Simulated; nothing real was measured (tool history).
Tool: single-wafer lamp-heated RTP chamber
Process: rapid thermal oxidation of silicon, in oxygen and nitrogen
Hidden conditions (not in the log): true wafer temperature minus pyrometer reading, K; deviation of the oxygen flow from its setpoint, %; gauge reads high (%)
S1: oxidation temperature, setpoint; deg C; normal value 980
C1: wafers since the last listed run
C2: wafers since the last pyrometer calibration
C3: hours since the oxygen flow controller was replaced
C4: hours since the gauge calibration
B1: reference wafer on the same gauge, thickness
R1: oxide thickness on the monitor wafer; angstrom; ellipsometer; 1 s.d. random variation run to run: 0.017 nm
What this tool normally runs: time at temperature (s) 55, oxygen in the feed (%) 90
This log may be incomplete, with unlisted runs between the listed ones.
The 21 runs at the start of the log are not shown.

{"run": 22, "hour": 539.1, "S1": 980, "time at temperature (s)": 73, "oxygen in the feed (%)": 75, "C1": 399, "C2": 4061, "C3": 123.3, "C4": 120.7, "B1": 4.849, "R1": 49.61}
{"run": 23, "hour": 573.5, "S1": 980, "time at temperature (s)": 55, "oxygen in the feed (%)": 81, "C1": 558, "C2": 4619, "C3": 157.7, "C4": 155.1, "B1": 4.848, "R1": 44.89}
{"run": 24, "hour": 603.7, "S1": 980, "time at temperature (s)": 76, "oxygen in the feed (%)": 90, "C1": 489, "C2": 5109, "C3": 187.9, "C4": 185.3, "B1": 4.851, "R1": 53.57}
{"run": 25, "hour": 617.8, "S1": 950, "time at temperature (s)": 46, "oxygen in the feed (%)": 98, "C1": 228, "C2": 5338, "C3": 202.0, "C4": 199.4, "B1": 4.853, "R1": 36.14}
{"run": 26, "hour": 646.3, "S1": 980, "time at temperature (s)": 55, "oxygen in the feed (%)": 90, "C1": 462, "C2": 5800, "C3": 230.5, "C4": 227.9, "B1": 4.851, "R1": 47.13}
{"hour": 682.9, "done": "pyrometer window cleaned and pyrometer calibrated"}
{"run": 27, "hour": 683.4, "S1": 969, "time at temperature (s)": 71, "oxygen in the feed (%)": 62, "C1": 472, "C2": 8, "C3": 267.6, "C4": 265.0, "B1": 4.85, "R1": 41.35}
{"run": 28, "hour": 698.3, "S1": 969, "time at temperature (s)": 46, "oxygen in the feed (%)": 98, "C1": 241, "C2": 249, "C3": 282.5, "C4": 279.9, "B1": 4.855, "R1": 39.77}
{"run": 29, "hour": 719.8, "S1": 980, "time at temperature (s)": 55, "oxygen in the feed (%)": 90, "C1": 348, "C2": 598, "C3": 304.0, "C4": 301.4, "B1": 4.853, "R1": 45.03}
{"run": 30, "hour": 742.3, "S1": 990, "time at temperature (s)": 55, "oxygen in the feed (%)": 98, "C1": 365, "C2": 963, "C3": 326.5, "C4": 323.9, "B1": 4.852, "R1": 50.43}
{"run": 31, "hour": 772.4, "S1": 980, "time at temperature (s)": 55, "oxygen in the feed (%)": 90, "C1": 488, "C2": 1452, "C3": 356.6, "C4": 354.0, "B1": 4.848, "R1": 45.54}

Predict the results of run 32:
{"run": 32, "hour": 795.1, "S1": 980, "time at temperature (s)": 55, "oxygen in the feed (%)": 90, "C1": 368, "C2": 1820, "C3": 379.3, "C4": 376.7, "B1": "?", "R1": "?"}

{"run 32": {"B1": 4.851, "R1": 45.87}}
Minus the tool's unlogged condition, the same run would have read R1 45.26 angstrom.
